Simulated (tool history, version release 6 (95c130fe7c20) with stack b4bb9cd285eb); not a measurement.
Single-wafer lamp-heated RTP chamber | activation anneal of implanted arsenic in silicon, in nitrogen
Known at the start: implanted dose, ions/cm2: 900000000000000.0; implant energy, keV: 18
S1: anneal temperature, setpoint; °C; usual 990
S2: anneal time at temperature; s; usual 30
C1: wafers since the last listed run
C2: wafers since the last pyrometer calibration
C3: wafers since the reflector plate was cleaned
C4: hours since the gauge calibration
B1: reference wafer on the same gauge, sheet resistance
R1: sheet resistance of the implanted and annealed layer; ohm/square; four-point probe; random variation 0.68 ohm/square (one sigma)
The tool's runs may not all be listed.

{"run": 1, "hour": 0.0, "S1": 990, "S2": 30, "C1": 0, "C2": 2207, "C3": 2338, "C4": 244.1, "B1": 139.09, "R1": 152.98}
{"run": 2, "hour": 28.0, "S1": 990, "S2": 30, "C1": 295, "C2": 2503, "C3": 2634, "C4": 272.1, "B1": 138.81, "R1": 152.13}
{"hour": 86.1, "done": "gauge calibrated"}
{"run": 3, "hour": 129.8, "S1": 990, "S2": 30, "C1": 1075, "C2": 3578, "C3": 3710, "C4": 43.7, "B1": 138.9, "R1": 151.09}
{"hour": 146.0, "done": "reflector plate cleaned"}
{"run": 4, "hour": 160.4, "S1": 990, "S2": 30, "C1": 238, "C2": 3817, "C3": 152, "C4": 74.3, "B1": 138.77, "R1": 152.24}
{"run": 5, "hour": 173.2, "S1": 990, "S2": 30, "C1": 135, "C2": 3952, "C3": 287, "C4": 87.1, "B1": 138.72, "R1": 151.4}
{"run": 6, "hour": 192.6, "S1": 990, "S2": 30, "C1": 204, "C2": 4157, "C3": 492, "C4": 106.5, "B1": 138.9, "R1": 151.02}
{"run": 7, "hour": 217.7, "S1": 990, "S2": 30, "C1": 265, "C2": 4422, "C3": 757, "C4": 131.6, "B1": 139.05, "R1": 151.64}
{"run": 8, "hour": 232.8, "S1": 990, "S2": 30, "C1": 159, "C2": 4582, "C3": 917, "C4": 146.7, "B1": 139.12, "R1": 152.43}
{"run": 9, "hour": 258.3, "S1": 1001, "S2": 38, "C1": 269, "C2": 4851, "C3": 1186, "C4": 172.2, "B1": 138.72, "R1": 144.91}
{"run": 10, "hour": 282.5, "S1": 1001, "S2": 38, "C1": 255, "C2": 5107, "C3": 1442, "C4": 196.4, "B1": 139.23, "R1": 144.95}
{"run": 11, "hour": 310.1, "S1": 1001, "S2": 38, "C1": 291, "C2": 5398, "C3": 1733, "C4": 224, "B1": 138.74, "R1": 145.57}
{"run": 12, "hour": 341.0, "S1": 1005, "S2": 21, "C1": 326, "C2": 5725, "C3": 2060, "C4": 254.9, "B1": 139.21, "R1": 150.52}
{"run": 13, "hour": 370.7, "S1": 961, "S2": 18, "C1": 313, "C2": 6039, "C3": 2373, "C4": 284.6, "B1": 139.15, "R1": 170.06}
{"run": 14, "hour": 391.8, "S1": 1020, "S2": 36, "C1": 222, "C2": 6262, "C3": 2596, "C4": 305.7, "B1": 139.21, "R1": 138.65}
{"hour": 408.3, "done": "gauge calibrated"}
{"run": 15, "hour": 425.9, "S1": 990, "S2": 30, "C1": 360, "C2": 6622, "C3": 2957, "C4": 17.6, "B1": 139.25, "R1": 152.31}
{"run": 16, "hour": 460.1, "S1": 990, "S2": 30, "C1": 361, "C2": 6983, "C3": 3318, "C4": 51.8, "B1": 138.95, "R1": 151.89}
{"hour": 475.8, "done": "pyrometer window cleaned and pyrometer calibrated"}
{"run": 17, "hour": 476.3, "S1": 990, "S2": 30, "C1": 86, "C2": 5, "C3": 3405, "C4": 68, "B1": 138.92, "R1": 153.07}
{"hour": 508.7, "done": "reflector plate cleaned"}
{"run": 18, "hour": 559.0, "S1": 1005, "S2": 21, "C1": 789, "C2": 794, "C3": 531, "C4": 150.7, "B1": 138.96, "R1": 150.85}
{"run": 19, "hour": 582.4, "S1": 978, "S2": 22, "C1": 247, "C2": 1041, "C3": 778, "C4": 174.1, "B1": 139.01, "R1": 160.91}

Run 20 comes next. What will it give?
{"run": 20, "hour": 605.3, "S1": 1012, "S2": 35, "C1": 241, "C2": 1283, "C3": 1020, "C4": 197, "B1": "?", "R1": "?"}

B1: 138.94
R1: 142.03 ohm/square
Without the tool's hidden state the same run would have given R1 142.03 ohm/square.

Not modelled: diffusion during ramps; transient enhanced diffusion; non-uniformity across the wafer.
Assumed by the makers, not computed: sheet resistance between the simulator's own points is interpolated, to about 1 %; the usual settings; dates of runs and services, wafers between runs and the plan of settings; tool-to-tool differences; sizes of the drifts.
